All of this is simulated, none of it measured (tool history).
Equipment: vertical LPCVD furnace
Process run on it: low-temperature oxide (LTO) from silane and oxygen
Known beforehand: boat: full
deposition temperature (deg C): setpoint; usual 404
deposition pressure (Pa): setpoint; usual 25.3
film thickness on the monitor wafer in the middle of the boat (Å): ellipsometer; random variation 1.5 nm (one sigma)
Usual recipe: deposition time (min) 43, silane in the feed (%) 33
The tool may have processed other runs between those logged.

| run | day | deposition temperature (deg C) | deposition pressure (Pa) | deposition time (min) | silane in the feed (%) | wafers since the last listed run | hours since the last temperature calibration | hours since the pressure gauge was zeroed | hours since the silane flow controller was replaced | hours since the gauge calibration | read-back reference wafer on the same gauge, thickness | film thickness on the monitor wafer in the middle of the boat (Å) |
|---|---|---|---|---|---|---|---|---|---|---|---|---|
| 1 | 0 | 404 | 25.3 | 43 | 33 | 0 | 2897.6 | 2890.6 | 4191.8 | 583.1 | 318.75 | 2787 |
| 2 | 3.704 | 404 | 25.3 | 43 | 30 | 1904 | 2986.5 | 2979.5 | 4280.7 | 672 | 318.69 | 2410.4 |
| 3 | 7.404 | 404 | 25.3 | 43 | 30 | 1902 | 3075.3 | 3068.3 | 4369.5 | 760.8 | 318.92 | 2404.7 |
| 4 | 11.308 | 404 | 25.3 | 43 | 33 | 2007 | 3169 | 3162 | 4463.2 | 854.5 | 318.57 | 2769.1 |
| 5 | 12.975 | 399 | 25.3 | 43 | 33 | 857 | 3209 | 3202 | 4503.2 | 894.5 | 318.97 | 2616.7 |
| 6 | 16.808 | 399 | 25.3 | 43 | 33 | 1971 | 3301 | 3294 | 4595.2 | 986.5 | 318.91 | 2583.3 |
| 7 | 19.733 | 399 | 25.3 | 43 | 33 | 1504 | 3371.2 | 3364.2 | 4665.4 | 1056.7 | 319.05 | 2592.8 |
| 8 | 23.092 | 404 | 25.3 | 43 | 33 | 1726 | 3451.8 | 3444.8 | 4746 | 1137.3 | 318.92 | 2777.6 |
| 9 | 27.104 | 404 | 25.3 | 43 | 33 | 2063 | 3548.1 | 3541.1 | 4842.3 | 1233.6 | 318.87 | 2756.7 |
|  | 30.7 | pressure gauge zeroed |
| 10 | 31.225 | 404 | 25.3 | 43 | 33 | 1604 | 3647 | 12.6 | 4941.2 | 1332.5 | 319.08 | 2747.2 |
| 11 | 35.512 | 404 | 25.3 | 43 | 33 | 2204 | 3749.9 | 115.5 | 5044.1 | 1435.4 | 318.85 | 2774.6 |
| 12 | 43.904 | 404 | 25.3 | 43 | 33 | 4315 | 3951.3 | 316.9 | 5245.5 | 1636.8 | 319.18 | 2774.6 |
| 13 | 45.946 | 404 | 25.3 | 43 | 31 | 1049 | 4000.3 | 365.9 | 5294.5 | 1685.8 | 319.44 | 2527.7 |
| 14 | 48.712 | 404 | 25.3 | 56 | 38 | 1422 | 4066.7 | 432.3 | 5360.9 | 1752.2 | 319.23 | 4365.7 |
| 15 | 50.612 | 404 | 25.3 | 43 | 33 | 977 | 4112.3 | 477.9 | 5406.5 | 1797.8 | 318.92 | 2758.1 |
| 16 | 53.896 | 401 | 25.3 | 43 | 33 | 1688 | 4191.1 | 556.7 | 5485.3 | 1876.6 | 319.2 | 2656.7 |
|  | 57.225 | silane flow controller replaced |
| 17 | 57.246 | 404 | 25.3 | 43 | 33 | 1208 | 4271.5 | 637.1 | 0.5 | 1957 | 319.15 | 2888.7 |
| 18 | 60.3 | 404 | 25.3 | 26 | 27 | 1570 | 4344.8 | 710.4 | 73.8 | 2030.3 | 318.89 | 1302.7 |
|  | 63.642 | gauge calibrated |
|  | 63.817 | thermocouples replaced and temperature profile calibrated |
| 19 | 64.1 | 416 | 25.3 | 43 | 33 | 1439 | 6.8 | 801.6 | 165 | 11 | 319.2 | 3309.3 |
| 20 | 66.038 | 404 | 20.7 | 43 | 31 | 996 | 53.3 | 848.1 | 211.5 | 57.5 | 318.91 | 2158.7 |
| 21 | 70.146 | 396 | 23.3 | 30 | 38 | 2112 | 151.9 | 946.7 | 310.1 | 156.1 | 318.92 | 2036 |
| 22 | 72.879 | 399 | 20 | 32.5 | 28 | 1405 | 217.5 | 1012.3 | 375.7 | 221.7 | 318.83 | 1256.1 |
| 23 | 75.758 | 398 | 25.3 | 58 | 33 | 1480 | 286.6 | 1081.4 | 444.8 | 290.8 | 319.07 | 3622.1 |

What will run 24 give?
| 24 | 77.592 | 404 | 31.3 | 26 | 31 | 942 | 330.6 | 1125.4 | 488.8 | 334.8 | ? | ? |

read-back reference wafer on the same gauge, thickness: 319.19
film thickness on the monitor wafer in the middle of the boat (Å): 1965.9
With no hidden state in the tool, this same run would have given film thickness on the monitor wafer in the middle of the boat (Å) 2001.3.
